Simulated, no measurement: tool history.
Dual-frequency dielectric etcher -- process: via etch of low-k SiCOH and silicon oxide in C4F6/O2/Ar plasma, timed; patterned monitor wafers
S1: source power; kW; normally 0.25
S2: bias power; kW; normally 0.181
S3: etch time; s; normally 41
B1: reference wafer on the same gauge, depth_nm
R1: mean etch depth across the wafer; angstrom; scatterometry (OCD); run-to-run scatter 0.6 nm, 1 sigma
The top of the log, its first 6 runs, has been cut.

run,hour,S1,S2,S3,B1,R1
7,164.6,0.25,0.146,41,74.3,884
8,186.7,0.3,0.181,41,74.4,986
9,212.5,0.27,0.21,29,74.3,675
10,234.8,0.22,0.208,31.5,74.2,679
11,268.5,0.25,0.181,41,74.2,915
12,292.6,0.25,0.181,41,74.3,918
# hour 330.9: upper electrode replaced
13,331.4,0.31,0.181,41,74.2,993
# hour 376.1: wet clean of the chamber
14,376.6,0.24,0.181,41,74.3,901
15,377,0.27,0.165,45,74.2,1011
16,440.1,0.25,0.181,41,74.2,907
17,467.2,0.25,0.181,41,74.3,918
# hour 486.2: gauge calibrated
18,492.5,0.22,0.181,49.5,76.4,1087
19,523,0.25,0.21,41,76.2,958
20,550.6,0.3,0.141,29.5,76.1,696
21,575,0.25,0.142,41,76,910
22,588.5,0.23,0.181,41,75.8,897
23,604.5,0.2,0.181,41,75.7,853
24,618.7,0.28,0.139,41,75.6,940
25,685.2,0.29,0.196,41,75.3,1009
26,716.3,0.25,0.181,41,75.2,930
27,745.6,0.22,0.181,49.5,75.2,1074
28,779.6,0.3,0.181,46,75.2,1123
# hour 822.2: wet clean of the chamber
29,822.7,0.25,0.213,51,75,1166
30,836.9,0.25,0.181,41,75,918

Below are 4 alternative next runs, each starting from the tool's condition after run 30. Predict each:
A,837.3,0.25,0.181,41,?,?
B,837.3,0.25,0.137,41,?,?
C,837.3,0.3,0.198,41,?,?
D,837.3,0.23,0.181,49,?,?

run,B1,R1
A,74.9,914
B,74.9,876
C,74.9,1000
D,74.9,1056
With the hidden condition removed and each run's random variation left untouched, the same runs would have given:
run,R1
A,933
B,894
C,1020
D,1077

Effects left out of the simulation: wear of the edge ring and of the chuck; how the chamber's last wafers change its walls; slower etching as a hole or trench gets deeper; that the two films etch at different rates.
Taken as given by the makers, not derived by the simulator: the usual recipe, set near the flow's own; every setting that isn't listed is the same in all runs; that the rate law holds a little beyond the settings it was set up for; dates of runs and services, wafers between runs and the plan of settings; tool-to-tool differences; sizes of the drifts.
